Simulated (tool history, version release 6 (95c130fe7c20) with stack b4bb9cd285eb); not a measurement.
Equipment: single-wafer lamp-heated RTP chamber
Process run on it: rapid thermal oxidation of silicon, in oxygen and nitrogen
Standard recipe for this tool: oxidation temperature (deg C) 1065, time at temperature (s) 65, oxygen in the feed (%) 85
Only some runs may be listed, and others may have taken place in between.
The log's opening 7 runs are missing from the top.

run,hour,oxidation temperature (deg C),time at temperature (s),oxygen in the feed (%),wafers since the last listed run,wafers since the last pyrometer calibration,hours since the oxygen flow controller was replaced,hours since the gauge calibration,"read-back reference wafer on the same gauge, thickness",oxide thickness on the monitor wafer (Å)
8,97,1065,65,85,163,5364,4484,103.5,10.121,95.62
# hour 116: pyrometer window cleaned and pyrometer calibrated
9,116.5,1065,65,85,65,2,4503.5,123,10.122,91.68
10,121.2,1065,65,85,26,29,4508.2,127.7,10.122,92.17
11,139,1065,65,85,101,131,4526,145.5,10.12,91.97
12,152.8,1065,65,67,78,209,4539.8,159.3,10.117,84.27
13,164.5,1065,65,67,66,276,4551.5,171,10.12,84.49
14,174.2,1065,65,85,55,332,4561.2,180.7,10.119,91.97
15,187.4,1065,65,85,75,407,4574.4,193.9,10.121,92.07
16,200,1082,65,68,71,479,4587,206.5,10.118,95.25
17,212.7,1054,65,85,72,551,4599.7,219.2,10.119,85.75
# hour 221.1: gauge calibrated
# hour 236.9: oxygen flow controller replaced
18,237.4,1038,56,85,95,647,0.5,16.3,10.122,71.99
19,239.7,1045,80,85,13,660,2.8,18.6,10.124,88.53
20,245.9,1065,42,93,35,695,9,24.8,10.12,78.63
21,257.9,1044,44,98,68,764,21,36.8,10.117,70.9
22,275.6,1065,65,85,101,865,38.7,54.5,10.122,92.35
23,281.7,1094,56,70,34,900,44.8,60.6,10.119,97.57
24,288.7,1065,65,85,39,940,51.8,67.6,10.124,92.6
25,299.4,1057,36,65,61,1001,62.5,78.3,10.121,61.62
26,311,1065,42,98,66,1067,74.1,89.9,10.118,80.29
27,326.8,1094,93,98,90,1157,89.9,105.7,10.118,139.03
28,344.4,1065,65,98,100,1257,107.5,123.3,10.119,97.51
29,355.1,1092,65,85,61,1319,118.2,134,10.118,110.69
30,368,1045,65,85,73,1392,131.1,146.9,10.117,80.95
31,376.7,1065,65,85,49,1442,139.8,155.6,10.123,93.13

Branching from run 31: 3 alternative next runs. What would each branch give?
A,377.2,1065,65,85,2,1445,140.3,156.1,?,?
B,377.2,1038,83,59,2,1445,140.3,156.1,?,?
C,377.2,1084,82,98,2,1445,140.3,156.1,?,?

run,"read-back reference wafer on the same gauge, thickness",oxide thickness on the monitor wafer (Å)
A,10.12,92.75
B,10.12,75.58
C,10.12,122.93
Had the tool no hidden state, the same runs would have come out as:
run,oxide thickness on the monitor wafer (Å)
A,91.49
B,74.51
C,121.3
